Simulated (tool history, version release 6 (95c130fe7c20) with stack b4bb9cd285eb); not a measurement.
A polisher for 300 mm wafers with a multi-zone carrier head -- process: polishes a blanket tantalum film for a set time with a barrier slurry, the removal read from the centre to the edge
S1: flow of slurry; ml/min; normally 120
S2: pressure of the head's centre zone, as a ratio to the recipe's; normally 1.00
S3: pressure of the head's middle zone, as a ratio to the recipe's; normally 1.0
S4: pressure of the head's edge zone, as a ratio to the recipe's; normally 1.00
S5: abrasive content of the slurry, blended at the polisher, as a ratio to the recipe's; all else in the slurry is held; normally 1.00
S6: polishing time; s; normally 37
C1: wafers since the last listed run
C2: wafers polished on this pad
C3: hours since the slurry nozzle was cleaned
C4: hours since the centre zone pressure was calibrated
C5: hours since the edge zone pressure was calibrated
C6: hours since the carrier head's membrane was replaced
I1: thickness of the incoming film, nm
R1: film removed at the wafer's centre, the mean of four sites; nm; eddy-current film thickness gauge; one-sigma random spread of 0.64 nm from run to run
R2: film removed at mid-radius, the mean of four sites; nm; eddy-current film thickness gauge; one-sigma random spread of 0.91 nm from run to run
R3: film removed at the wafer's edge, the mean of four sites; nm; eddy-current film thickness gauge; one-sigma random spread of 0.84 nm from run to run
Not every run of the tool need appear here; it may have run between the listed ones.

| run | hour | S1 | S2 | S3 | S4 | S5 | S6 | C1 | C2 | C3 | C4 | C5 | C6 | I1 | R1 | R2 | R3 |
|---|---|---|---|---|---|---|---|---|---|---|---|---|---|---|---|---|---|
| 1 | 0.0 | 120 | 1.00 | 1.0 | 1.00 | 1.00 | 37 | 0 | 218 | 204.6 | 1138.7 | 70.4 | 556.9 | 190.6 | 59.6 | 58.9 | 61.9 |
| 2 | 20.4 | 120 | 1.00 | 1.0 | 1.00 | 1.00 | 37 | 215 | 433 | 225.0 | 1159.1 | 90.8 | 577.3 | 192.0 | 58.8 | 58.2 | 58.1 |
| 3 | 39.3 | 120 | 1.00 | 1.0 | 1.00 | 1.00 | 37 | 199 | 632 | 243.9 | 1178.0 | 109.7 | 596.2 | 189.3 | 56.5 | 57.3 | 57.4 |
| 4 | 60.4 | 120 | 0.94 | 1.0 | 1.00 | 1.00 | 40 | 222 | 855 | 265.0 | 1199.1 | 130.8 | 617.3 | 190.8 | 57.4 | 62.1 | 61.6 |
|  | 65.4 | worn pad replaced by a new one |
| 5 | 86.2 | 120 | 1.00 | 1.0 | 1.00 | 1.10 | 37 | 229 | 219 | 290.8 | 1224.9 | 156.6 | 643.1 | 191.2 | 60.7 | 62.0 | 60.8 |
| 6 | 102.4 | 120 | 1.00 | 1.0 | 1.00 | 1.10 | 37 | 170 | 390 | 307.0 | 1241.1 | 172.8 | 659.3 | 189.6 | 60.3 | 59.2 | 60.1 |
| 7 | 118.2 | 120 | 1.00 | 1.0 | 1.00 | 1.00 | 37 | 166 | 556 | 322.8 | 1256.9 | 188.6 | 675.1 | 189.6 | 57.7 | 57.2 | 59.1 |
|  | 137.6 | slurry nozzle cleaned |
|  | 155.3 | worn pad replaced by a new one |
| 8 | 155.8 | 120 | 1.00 | 1.0 | 1.00 | 1.00 | 37 | 343 | 5 | 18.2 | 1294.5 | 226.2 | 712.7 | 192.3 | 60.6 | 62.2 | 62.4 |
| 9 | 185.1 | 90 | 1.00 | 1.0 | 1.00 | 1.00 | 37 | 308 | 314 | 47.5 | 1323.8 | 255.5 | 742.0 | 192.5 | 53.5 | 53.2 | 57.2 |
|  | 199.3 | centre zone pressure recalibrated |
| 10 | 219.1 | 120 | 1.00 | 1.0 | 1.00 | 1.00 | 37 | 337 | 651 | 81.5 | 19.8 | 289.5 | 776.0 | 187.5 | 58.0 | 56.7 | 59.0 |
|  | 232.7 | worn pad replaced by a new one |
| 11 | 242.1 | 120 | 0.97 | 1.0 | 1.00 | 0.75 | 37 | 200 | 99 | 104.5 | 42.8 | 312.5 | 799.0 | 189.2 | 52.2 | 56.5 | 54.6 |
|  | 255.4 | carrier head's membrane replaced by a new one |
| 12 | 267.6 | 120 | 1.00 | 0.9 | 1.11 | 1.00 | 33 | 216 | 315 | 130.0 | 68.3 | 338.0 | 12.2 | 189.8 | 50.9 | 48.0 | 54.8 |
|  | 274.6 | edge zone pressure recalibrated |
|  | 321.3 | worn pad replaced by a new one |
| 13 | 355.8 | 90 | 1.11 | 1.0 | 1.00 | 1.00 | 25 | 866 | 363 | 218.2 | 156.5 | 81.2 | 100.4 | 188.5 | 39.9 | 35.7 | 37.3 |
| 14 | 373.5 | 120 | 1.00 | 1.0 | 1.00 | 1.00 | 37 | 186 | 549 | 235.9 | 174.2 | 98.9 | 118.1 | 191.2 | 56.8 | 56.8 | 58.6 |
| 15 | 389.5 | 120 | 1.00 | 1.0 | 1.00 | 1.00 | 37 | 168 | 718 | 251.9 | 190.2 | 114.9 | 134.1 | 187.8 | 57.4 | 57.5 | 58.3 |
| 16 | 406.3 | 120 | 1.07 | 1.0 | 1.00 | 1.15 | 37 | 177 | 895 | 268.7 | 207.0 | 131.7 | 150.9 | 187.9 | 61.6 | 59.4 | 60.5 |

Describe how what the log doesn't record of the tool's condition differs between the last listed run preceding each entry between runs and the first listed run following it.
Runs 4 to 5: worn pad replaced by a new one (hour 65.4)
  removal rate lost through wear of the pad, %: 7.91 -> 4.37
  the result without the hidden state subtracted from the measured one, R1: -5.0 -> -2.7 nm; R2: -5.3 -> -2.8 nm; R3: -5.3 -> -2.8 nm
Runs 7 to 8: slurry nozzle cleaned (hour 137.6); worn pad replaced by a new one (hour 155.3)
  removal rate lost through wear of the pad, %: 7.12 -> 0.637
  the result without the hidden state subtracted from the measured one, R1: -4.5 -> -0.3 nm; R2: -4.4 -> -0.4 nm; R3: -4.5 -> -0.4 nm
Runs 9 to 10: centre zone pressure recalibrated (hour 199.3)
  removal rate lost through wear of the pad, %: 5.75 -> 7.86
  the result without the hidden state subtracted from the measured one, R1: -3.2 -> -4.9 nm; R2: -3.3 -> -4.9 nm; R3: -3.5 -> -5.0 nm
Runs 10 to 11: worn pad replaced by a new one (hour 232.7)
  removal rate lost through wear of the pad, %: 7.86 -> 3.08
  the result without the hidden state subtracted from the measured one, R1: -4.9 -> -1.7 nm; R2: -4.9 -> -1.8 nm; R3: -5.0 -> -1.8 nm
Runs 11 to 12: carrier head's membrane replaced by a new one (hour 255.4)
  removal rate lost through wear of the pad, %: 3.08 -> 6.58
  the result without the hidden state subtracted from the measured one, R1: -1.7 -> -3.6 nm; R2: -1.8 -> -3.4 nm; R3: -1.8 -> -3.9 nm
Runs 12 to 13: edge zone pressure recalibrated (hour 274.6); worn pad replaced by a new one (hour 321.3)
  removal rate lost through wear of the pad, %: 6.58 -> 5.93
  the result without the hidden state subtracted from the measured one, R1: -3.6 -> -2.5 nm; R2: -3.4 -> -2.3 nm; R3: -3.9 -> -2.3 nm
